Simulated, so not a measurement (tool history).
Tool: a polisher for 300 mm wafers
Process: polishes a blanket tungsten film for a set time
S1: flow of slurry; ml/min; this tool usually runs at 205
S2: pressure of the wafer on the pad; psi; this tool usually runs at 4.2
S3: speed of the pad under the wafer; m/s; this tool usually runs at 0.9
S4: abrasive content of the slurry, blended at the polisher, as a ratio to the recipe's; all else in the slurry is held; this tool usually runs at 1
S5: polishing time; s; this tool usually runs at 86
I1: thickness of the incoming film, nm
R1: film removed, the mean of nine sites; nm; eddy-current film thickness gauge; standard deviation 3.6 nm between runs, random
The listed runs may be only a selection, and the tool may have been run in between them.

run     day   S1   S2    S3    S4   S5      I1     R1
  1       0  245  5.4   0.9     1   86  1136.2  413.7
  2   0.679  245  5.4   0.9     1   86  1180.9  405.6
  3   1.367  245  5.4   0.9     1   86  1142.9  409.9
  4   1.975  205  4.2   0.9     1   86  1161.4  318.5
  5   2.571  205  4.2   0.9     1   86  1174.4  315.9
  6   2.883  205  4.2   0.9     1   86  1171.2  315.6
      3.092  -- worn pad replaced by a new one
      3.392  -- slurry blender recalibrated
  7   3.588  205  4.2   0.9     1   86  1148.5  345.5
      3.733  -- slurry tank refilled with fresh slurry and peroxide
  8   4.092  205  4.2   0.7     1  115  1148.5    364
  9   4.533  205  4.2   0.9     1   76  1154.6  301.3
 10     4.9  205  2.9   0.9     1   86  1175.1  245.9
 11   5.412  205  4.2   0.9     1   86  1166.1  330.4
 12   5.675  205  4.2  0.74   0.8   67  1155.9  207.8
 13   6.075  205  5.6  1.06  1.15   86  1170.1  521.6
      6.246  -- head pressure recalibrated
 14   6.558  205  4.2  0.66  1.15   86  1155.6  247.3
 15   7.029  205  3.5   0.6     1   86  1155.2  186.3
      7.433  -- slurry nozzle cleaned
 16   7.696  170  2.8   0.9     1   86  1148.1  223.2
      9.079  -- worn pad replaced by a new one
 17   9.446  205  5.1   0.9  1.25   86  1136.5  395.9
      9.608  -- slurry tank refilled with fresh slurry and peroxide
 18    10.1  205  4.2   0.9     1   86  1162.2  315.9
 19  10.396  205  5.5   0.7     1   86  1169.5  315.6
 20  10.725  205  4.2   0.9     1   86  1182.5  314.8
 21  11.125  235  4.2   0.9     1   77  1143.8  285.8
 22  11.425  140  4.2  0.62   0.9  113    1163  265.3
      11.85  -- slurry blender recalibrated
 23  12.112  150  5.7   0.9  1.15  114  1151.8  597.3
 24  12.825  205  3.7  1.08  0.75   78  1154.9  315.7
 25  13.275  205  4.2   0.8     1   86  1153.3  300.6
 26  13.804  205  4.2   0.9     1   86  1159.5  335.3

What if the next run were any one of these 5? Each begins from the tool's condition after run 26:
  A  13.821  205  4.2   0.9     1   86  1143.6   ?
  B  13.821  205  4.2   0.9     1   97  1143.6   ?
  C  13.821  205  3.3   0.6  0.75  105  1143.6   ?
  D  13.821  235  3.6  0.62   0.8   86  1143.6   ?
  E  13.821  170  4.2   0.9     1   86  1143.6   ?

run     R1
  A  335.5
  B  378.4
  C  209.3
  D  196.3
  E  327.7
Stripped of hidden state, with their random variation kept, the same runs would have yielded:
run     R1
  A  350.5
  B  395.4
  C  218.4
  D  204.9
  E  342.4
